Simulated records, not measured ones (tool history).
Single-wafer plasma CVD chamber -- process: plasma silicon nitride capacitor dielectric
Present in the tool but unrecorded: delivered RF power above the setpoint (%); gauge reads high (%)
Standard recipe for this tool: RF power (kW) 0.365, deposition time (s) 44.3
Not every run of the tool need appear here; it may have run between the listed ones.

run,hour,RF power (kW),deposition time (s),wafers since the last listed run,hours since the last RF generator calibration,hours since the showerhead was replaced,hours since the gauge calibration,"read-back reference wafer on the same gauge, thickness_nm",mean film thickness on the monitor wafer (nm)
1,0,0.365,44.3,0,537.4,5628.1,760,59.12,53.821
2,52.9,0.365,44.3,588,590.3,5681,812.9,59.138,53.594
# hour 88.9: gauge calibrated
3,135.7,0.335,38.4,921,673.1,5763.8,46.8,59.073,45.098
4,198.2,0.335,38.4,695,735.6,5826.3,109.3,59.122,45.336
5,258.4,0.335,38.4,669,795.8,5886.5,169.5,59.144,45.484
6,365.7,0.41,44.3,1193,903.1,5993.8,276.8,59.075,55.187
7,460.3,0.41,44.3,1052,997.7,6088.4,371.4,59.045,55.082
# hour 495.5: RF generator calibrated
8,540.3,0.42,49.8,801,44.8,6168.4,451.4,59.09,64.401
9,614,0.32,41.9,820,118.5,6242.1,525.1,59.171,49.5
10,669.8,0.32,36.9,620,174.3,6297.9,580.9,59.083,43.133
11,713.9,0.42,50.7,490,218.4,6342,625,59.061,65.36
12,787.2,0.435,44.3,815,291.7,6415.3,698.3,59.12,57.799
13,830.2,0.365,44.3,478,334.7,6458.3,741.3,59.065,54.318
# hour 849.5: showerhead replaced
# hour 884.4: gauge calibrated
14,1075.4,0.435,49.8,2639,579.9,225.9,191,59.134,64.086
15,1128.5,0.365,44.3,590,633,279,244.1,59.079,53.591

For each entry between runs, how does the tool's hidden state at the last listed run before it compare with that at the first listed run after it?
Runs 2 to 3: gauge calibrated (hour 88.9)
  delivered RF power above the setpoint (%): -5.74 -> -6.42
  difference, measured minus the result without the unlogged condition, mean film thickness on the monitor wafer (nm): -1.064 -> -1.006
Runs 7 to 8: RF generator calibrated (hour 495.5)
  delivered RF power above the setpoint (%): -9.07 -> -0.634
  difference, measured minus the result without the unlogged condition, mean film thickness on the monitor wafer (nm): -1.772 -> -0.135
Runs 13 to 14: showerhead replaced (hour 849.5); gauge calibrated (hour 884.4)
  delivered RF power above the setpoint (%): -3 -> -5
  difference, measured minus the result without the unlogged condition, mean film thickness on the monitor wafer (nm): -0.552 -> -1.102
